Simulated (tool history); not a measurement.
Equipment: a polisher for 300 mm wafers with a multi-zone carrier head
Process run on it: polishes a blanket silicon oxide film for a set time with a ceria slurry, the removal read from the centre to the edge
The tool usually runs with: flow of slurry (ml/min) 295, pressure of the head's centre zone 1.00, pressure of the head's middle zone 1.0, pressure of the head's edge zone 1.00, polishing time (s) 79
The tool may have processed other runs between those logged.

| run | day | flow of slurry (ml/min) | pressure of the head's centre zone | pressure of the head's middle zone | pressure of the head's edge zone | polishing time (s) | wafers since the last listed run | wafers polished on this pad | hours since the slurry nozzle was cleaned | hours since the centre zone pressure was calibrated | hours since the edge zone pressure was calibrated | hours since the carrier head's membrane was replaced | incoming thickness of the incoming film, nm | film removed at the wafer's centre (angstrom) | film removed at the wafer's edge (angstrom) |
|---|---|---|---|---|---|---|---|---|---|---|---|---|---|---|---|
| 1 | 0.000 | 295 | 1.00 | 1.0 | 1.00 | 79 | 0 | 84 | 558.9 | 330.9 | 1176.0 | 494.3 | 1852.6 | 3173 | 3221 |
| 2 | 0.417 | 295 | 0.97 | 1.0 | 1.06 | 79 | 68 | 152 | 568.9 | 340.9 | 1186.0 | 504.3 | 1864.1 | 3064 | 3227 |
| 3 | 0.946 | 295 | 0.97 | 1.0 | 1.06 | 79 | 86 | 238 | 581.6 | 353.6 | 1198.7 | 517.0 | 1874.1 | 2980 | 3328 |
| 4 | 1.379 | 295 | 1.00 | 1.0 | 1.00 | 79 | 70 | 309 | 592.0 | 364.0 | 1209.1 | 527.4 | 1843.5 | 3152 | 3170 |
| 5 | 1.683 | 295 | 1.00 | 1.0 | 1.00 | 79 | 49 | 358 | 599.3 | 371.3 | 1216.4 | 534.7 | 1886.4 | 3081 | 3103 |
| 6 | 2.354 | 295 | 1.00 | 1.0 | 1.00 | 79 | 109 | 468 | 615.4 | 387.4 | 1232.5 | 550.8 | 1866.9 | 2903 | 2994 |
| 7 | 2.879 | 295 | 1.00 | 1.0 | 1.00 | 79 | 85 | 554 | 628.0 | 400.0 | 1245.1 | 563.4 | 1849.7 | 2850 | 2911 |
|  | 3.188 | edge zone pressure recalibrated |
|  | 3.729 | worn pad replaced by a new one |
| 8 | 4.183 | 295 | 1.00 | 1.0 | 1.00 | 79 | 172 | 74 | 659.3 | 431.3 | 23.9 | 594.7 | 1826.2 | 3222 | 3272 |
| 9 | 4.754 | 295 | 1.00 | 1.0 | 1.00 | 79 | 93 | 167 | 673.0 | 445.0 | 37.6 | 608.4 | 1874.0 | 3145 | 3302 |
| 10 | 5.125 | 295 | 0.97 | 1.0 | 0.95 | 79 | 60 | 227 | 681.9 | 453.9 | 46.5 | 617.3 | 1895.1 | 3116 | 3083 |
|  | 5.492 | carrier head's membrane replaced by a new one |
| 11 | 5.712 | 295 | 1.10 | 1.0 | 1.00 | 79 | 61 | 289 | 696.0 | 468.0 | 60.6 | 5.3 | 1828.3 | 3523 | 3134 |
|  | 5.904 | slurry nozzle cleaned |
| 12 | 6.108 | 335 | 1.00 | 1.0 | 1.00 | 79 | 57 | 347 | 4.9 | 477.5 | 70.1 | 14.8 | 1833.1 | 3027 | 3155 |
|  | 6.212 | centre zone pressure recalibrated |
| 13 | 6.588 | 240 | 1.00 | 0.9 | 1.00 | 79 | 64 | 412 | 16.4 | 9.0 | 81.6 | 26.3 | 1856.5 | 2961 | 3022 |
|  | 6.938 | worn pad replaced by a new one |
| 14 | 7.200 | 295 | 1.00 | 1.0 | 1.00 | 79 | 72 | 42 | 31.1 | 23.7 | 96.3 | 41.0 | 1855.8 | 3140 | 3257 |
| 15 | 7.788 | 295 | 1.00 | 1.0 | 1.12 | 79 | 95 | 138 | 45.2 | 37.8 | 110.4 | 55.1 | 1874.4 | 3129 | 3548 |
| 16 | 8.283 | 295 | 1.00 | 1.0 | 1.00 | 79 | 80 | 219 | 57.1 | 49.7 | 122.3 | 67.0 | 1848.7 | 3226 | 3273 |
| 17 | 8.633 | 295 | 1.00 | 1.0 | 1.00 | 79 | 57 | 276 | 65.5 | 58.1 | 130.7 | 75.4 | 1856.8 | 3197 | 3222 |
| 18 | 9.083 | 295 | 1.00 | 1.0 | 1.00 | 72 | 73 | 350 | 76.3 | 68.9 | 141.5 | 86.2 | 1877.5 | 2761 | 2858 |

Each row is a separate what-if for the run after 18, all from the same tool condition, not one after another. Results?
| A | 9.104 | 295 | 1.00 | 1.0 | 0.94 | 79 | 3 | 353 | 76.8 | 69.4 | 142.0 | 86.7 | 1852.8 | ? | ? |
| B | 9.104 | 295 | 1.00 | 1.0 | 1.11 | 79 | 3 | 353 | 76.8 | 69.4 | 142.0 | 86.7 | 1852.8 | ? | ? |
| C | 9.104 | 295 | 1.00 | 1.0 | 1.04 | 79 | 3 | 353 | 76.8 | 69.4 | 142.0 | 86.7 | 1852.8 | ? | ? |
| D | 9.104 | 220 | 1.00 | 1.0 | 1.03 | 79 | 3 | 353 | 76.8 | 69.4 | 142.0 | 86.7 | 1852.8 | ? | ? |

| run | film removed at the wafer's centre (angstrom) | film removed at the wafer's edge (angstrom) |
|---|---|---|
| A | 3017 | 3115 |
| B | 3017 | 3378 |
| C | 3017 | 3270 |
| D | 2931 | 3192 |
The same runs, with their run-to-run variation unchanged, on a tool lacking any hidden condition would have given:
| run | film removed at the wafer's centre (angstrom) | film removed at the wafer's edge (angstrom) |
|---|---|---|
| A | 3160 | 3263 |
| B | 3160 | 3539 |
| C | 3160 | 3426 |
| D | 3071 | 3344 |
